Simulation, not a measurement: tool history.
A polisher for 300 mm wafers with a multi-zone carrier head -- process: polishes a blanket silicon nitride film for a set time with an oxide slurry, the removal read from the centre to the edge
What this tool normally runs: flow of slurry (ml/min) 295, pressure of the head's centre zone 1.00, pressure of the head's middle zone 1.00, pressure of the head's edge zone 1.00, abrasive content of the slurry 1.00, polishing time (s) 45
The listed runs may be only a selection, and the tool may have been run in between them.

run    hour  flow of slurry (ml/min)  pressure of the head's centre zone  pressure of the head's middle zone  pressure of the head's edge zone  abrasive content of the slurry  polishing time (s)  wafers since the last listed run  wafers polished on this pad  hours since the slurry nozzle was cleaned  hours since the centre zone pressure was calibrated  hours since the edge zone pressure was calibrated  hours since the carrier head's membrane was replaced  incoming thickness of the incoming film, nm  film removed at the wafer's centre (angstrom)  film removed at mid-radius (angstrom)  film removed at the wafer's edge (angstrom)
  1     0.0                      295                                1.00                                1.00                              1.00                            0.75                  45                                 0                          311                                      264.3                                                110.0                                              162.1                                                 866.6                                        417.5                                            287                                    290                                          298
  2    39.3                      295                                0.91                                1.00                              1.00                            1.10                  33                               337                          648                                      303.6                                                149.3                                              201.4                                                 905.9                                        424.9                                            219                                    243                                          244
  3    69.0                      295                                1.00                                1.03                              1.00                            1.00                  45                               255                          904                                      333.3                                                179.0                                              231.1                                                 935.6                                        418.9                                            323                                    327                                          328
  4    96.0                      295                                1.00                                1.00                              1.06                            1.15                  45                               232                         1136                                      360.3                                                206.0                                              258.1                                                 962.6                                        422.3                                            336                                    339                                          360
  5   128.8                      295                                1.00                                1.07                              1.00                            1.15                  45                               281                         1418                                      393.1                                                238.8                                              290.9                                                 995.4                                        410.5                                            336                                    355                                          345
  6   180.1                      205                                1.00                                1.00                              1.00                            1.00                  45                               440                         1859                                      444.4                                                290.1                                              342.2                                                1046.7                                        419.9                                            306                                    311                                          318
      202.0  -- slurry nozzle cleaned
  7   233.2                      260                                0.90                                1.00                              1.04                            1.00                  45                               447                         2306                                       31.2                                                343.2                                              395.3                                                1099.8                                        426.3                                            282                                    318                                          332
  8   294.0                      205                                1.00                                0.96                              1.00                            1.10                  56                               522                         2829                                       92.0                                                404.0                                              456.1                                                1160.6                                        424.2                                            397                                    389                                          410
      342.2  -- edge zone pressure recalibrated
  9   362.1                      295                                0.96                                1.00                              1.00                            1.00                  57                               568                         3397                                      160.1                                                472.1                                               19.9                                                1228.7                                        419.4                                            389                                    412                                          419
      419.4  -- carrier head's membrane replaced by a new one
 10   419.9                      295                                1.00                                1.00                              1.00                            1.00                  45                               453                         3851                                      217.9                                                529.9                                               77.7                                                   0.5                                        424.9                                            318                                    322                                          328
 11   472.1                      295                                1.00                                1.00                              0.91                            1.00                  58                               448                         4299                                      270.1                                                582.1                                              129.9                                                  52.7                                        418.4                                            419                                    412                                          407
      488.7  -- worn pad replaced by a new one
 12   505.3                      250                                1.00                                1.00                              1.00                            1.00                  45                               250                          142                                      303.3                                                615.3                                              163.1                                                  85.9                                        421.4                                            320                                    313                                          322
 13   568.2                      240                                1.00                                1.00                              0.96                            1.20                  45                               540                          683                                      366.2                                                678.2                                              226.0                                                 148.8                                        427.2                                            333                                    334                                          334
 14   609.3                      295                                1.00                                1.00                              1.00                            1.00                  45                               353                         1036                                      407.3                                                719.3                                              267.1                                                 189.9                                        418.6                                            317                                    323                                          323
 15   675.6                      375                                1.00                                1.00                              1.00                            1.00                  45                               569                         1606                                      473.6                                                785.6                                              333.4                                                 256.2                                        419.3                                            328                                    327                                          325
      821.4  -- slurry nozzle cleaned
 16   826.1                      295                                1.00                                1.00                              1.00                            1.00                  45                              1284                         2891                                        4.7                                                936.1                                              483.9                                                 406.7                                        420.6                                            316                                    318                                          319
 17   888.5                      400                                1.10                                1.00                              1.05                            1.00                  60                               536                         3427                                       67.1                                                998.5                                              546.3                                                 469.1                                        426.6                                            483                                    438                                          453
      918.4  -- edge zone pressure recalibrated
 18   918.9                      220                                1.00                                0.96                              0.96                            0.80                  45                               244                         3671                                       97.5                                               1028.9                                                0.5                                                 499.5                                        420.5                                            285                                    281                                          289
      971.7  -- centre zone pressure recalibrated
 19   980.0                      295                                1.00                                1.09                              1.00                            1.00                  45                               507                         4179                                      158.6                                                  8.3                                               61.6                                                 560.6                                        423.4                                            319                                    338                                          321
 20  1031.0                      295                                1.00                                1.00                              1.00                            1.00                  45                               438                         4617                                      209.6                                                 59.3                                              112.6                                                 611.6                                        425.9                                            319                                    319                                          328
 21  1074.5                      295                                0.89                                0.89                              1.10                            1.00                  45                               373                         4991                                      253.1                                                102.8                                              156.1                                                 655.1                                        421.4                                            287                                    298                                          342
     1098.3  -- worn pad replaced by a new one
 22  1124.6                      295                                1.00                                1.00                              1.00                            1.00                  30                               396                          225                                      303.2                                                152.9                                              206.2                                                 705.2                                        417.6                                            214                                    214                                          217

3 ways to go on from here, each from the tool as it stands after run 22. What would each give?
  A  1125.0                      295                                1.00                                1.00                              1.00                            1.00                  45                                 3                          229                                      303.6                                                153.3                                              206.6                                                 705.6                                        419.0                                              ?                                      ?                                            ?
  B  1125.0                      295                                1.00                                0.89                              1.06                            1.00                  50                                 3                          229                                      303.6                                                153.3                                              206.6                                                 705.6                                        419.0                                              ?                                      ?                                            ?
  C  1125.0                      295                                1.00                                0.91                              1.04                            1.00                  45                                 3                          229                                      303.6                                                153.3                                              206.6                                                 705.6                                        419.0                                              ?                                      ?                                            ?

run  film removed at the wafer's centre (angstrom)  film removed at mid-radius (angstrom)  film removed at the wafer's edge (angstrom)
  A                                            317                                    323                                          328
  B                                            352                                    333                                          375
  C                                            317                                    304                                          334
Stripped of hidden state, with their random variation kept, the same runs would have yielded:
run  film removed at the wafer's centre (angstrom)  film removed at mid-radius (angstrom)  film removed at the wafer's edge (angstrom)
  A                                            317                                    323                                          328
  B                                            352                                    333                                          375
  C                                            317                                    304                                          334
